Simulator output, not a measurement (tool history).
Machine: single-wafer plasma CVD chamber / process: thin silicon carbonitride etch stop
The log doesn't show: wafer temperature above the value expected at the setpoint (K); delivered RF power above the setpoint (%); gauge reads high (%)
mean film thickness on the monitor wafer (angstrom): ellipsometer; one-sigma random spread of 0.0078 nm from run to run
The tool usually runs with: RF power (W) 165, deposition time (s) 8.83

run   hour  RF power (W)  deposition time (s)  wafers since the last listed run  hours since the last thermocouple change  hours since the last RF generator calibration  hours since the showerhead was replaced  hours since the gauge calibration  read-back reference wafer on the same gauge, thickness_nm  mean film thickness on the monitor wafer (angstrom)
  1      0           165                 8.83                                 0                                    2103.3                                         2181.6                                   7733.5                                408                                                       5.56                                                45.93
  2   23.3           165                 8.83                              1048                                    2126.6                                         2204.9                                   7756.8                              431.3                                                      5.559                                                46.03
  3   39.1           165                 8.83                               710                                    2142.4                                         2220.7                                   7772.6                              447.1                                                      5.566                                                46.04
  4   66.5           165                 8.83                              1232                                    2169.8                                         2248.1                                     7800                              474.5                                                       5.56                                                46.19
  5   80.9           165                 8.83                               647                                    2184.2                                         2262.5                                   7814.4                              488.9                                                      5.562                                                46.04
  6  185.9           165                 8.83                              4724                                    2289.2                                         2367.5                                   7919.4                              593.9                                                       5.56                                                45.97
  7  214.7           165                 7.96                              1295                                      2318                                         2396.3                                   7948.2                              622.7                                                      5.562                                                41.36
  8  241.5           165                 7.96                              1205                                    2344.8                                         2423.1                                     7975                              649.5                                                       5.56                                                41.46
     261.8  -- showerhead replaced, of another model than before
  9  262.3           165                 7.96                               575                                    2365.6                                         2443.9                                      0.5                              670.3                                                      5.562                                                 41.9
 10  294.7           165                 8.83                              1457                                      2398                                         2476.3                                     32.9                              702.7                                                      5.558                                                46.53
 11  316.5           165                 8.83                               980                                    2419.8                                         2498.1                                     54.7                              724.5                                                      5.561                                                46.55
     327.6  -- RF generator calibrated
 12  343.5           165                 8.83                               854                                    2446.8                                           15.9                                     81.7                              751.5                                                      5.561                                                47.24
 13  368.8           165                 8.83                              1138                                    2472.1                                           41.2                                      107                              776.8                                                       5.56                                                47.25
     381.5  -- gauge calibrated
 14  392.1           165                 8.83                              1048                                    2495.4                                           64.5                                    130.3                               10.6                                                      5.558                                                47.24
 15  416.5           165                 8.83                              1097                                    2519.8                                           88.9                                    154.7                                 35                                                      5.562                                                47.27
 16  437.5           165                 8.83                               944                                    2540.8                                          109.9                                    175.7                                 56                                                      5.561                                                47.19
 17  470.6           165                 8.83                              1489                                    2573.9                                            143                                    208.8                               89.1                                                      5.559                                                47.25
 18  498.8           185                 9.71                              1268                                    2602.1                                          171.2                                      237                              117.3                                                       5.56                                                52.92
 19  511.7           135                10.39                               580                                      2615                                          184.1                                    249.9                              130.2                                                      5.558                                                53.65
 20  524.4           190                 8.83                               571                                    2627.7                                          196.8                                    262.6                              142.9                                                      5.561                                                48.34
 21  554.6           175                 9.82                              1358                                    2657.9                                            227                                    292.8                              173.1                                                      5.559                                                52.94
 22  581.1           165                 8.83                              1192                                    2684.4                                          253.5                                    319.3                              199.6                                                      5.563                                                47.08
     617.8  -- thermocouple changed; heater temperature recalibrated
 23  618.3           165                 7.56                              1313                                       0.5                                          290.7                                    356.5                              236.8                                                       5.56                                                40.25
 24  642.2           135                 7.66                              1075                                      24.4                                          314.6                                    380.4                              260.7                                                      5.561                                                39.46
 25    676           185                 8.33                              1520                                      58.2                                          348.4                                    414.2                              294.5                                                      5.562                                                 45.4
 26    701           195                 8.83                              1124                                      83.2                                          373.4                                    439.2                              319.5                                                      5.563                                                48.51
 27  732.8           140                 10.3                              1430                                       115                                          405.2                                      471                              351.3                                                       5.56                                                53.38
 28  748.9           155                 9.28                               724                                     131.1                                          421.3                                    487.1                              367.4                                                      5.561                                                   49
 29  778.7           190                 7.13                              1340                                     160.9                                          451.1                                    516.9                              397.2                                                      5.559                                                38.91
 30  805.6           145                 8.83                              1210                                     187.8                                            478                                    543.8                              424.1                                                      5.561                                                45.93
 31  831.9           135                 7.57                              1183                                     214.1                                          504.3                                    570.1                              450.4                                                      5.557                                                38.83

State the hidden condition of the tool at each of the runs:
wafer temperature above the value expected at the setpoint (K): 0 at every run
gauge reads high (%): 0 at every run
H1: delivered RF power above the setpoint (%)
run      H1
  1   -8.95
  2   -8.97
  3   -8.98
  4      -9
  5   -9.01
  6   -9.07
  7   -9.09
  8   -9.11
  9   -9.12
 10   -9.13
 11   -9.15
 12  -0.271
 13  -0.517
 14  -0.737
 15  -0.961
 16   -1.15
 17   -1.43
 18   -1.67
 19   -1.77
 20   -1.88
 21   -2.11
 22   -2.31
 23   -2.58
 24   -2.75
 25   -2.98
 26   -3.14
 27   -3.34
 28   -3.44
 29   -3.62
 30   -3.77
 31   -3.92
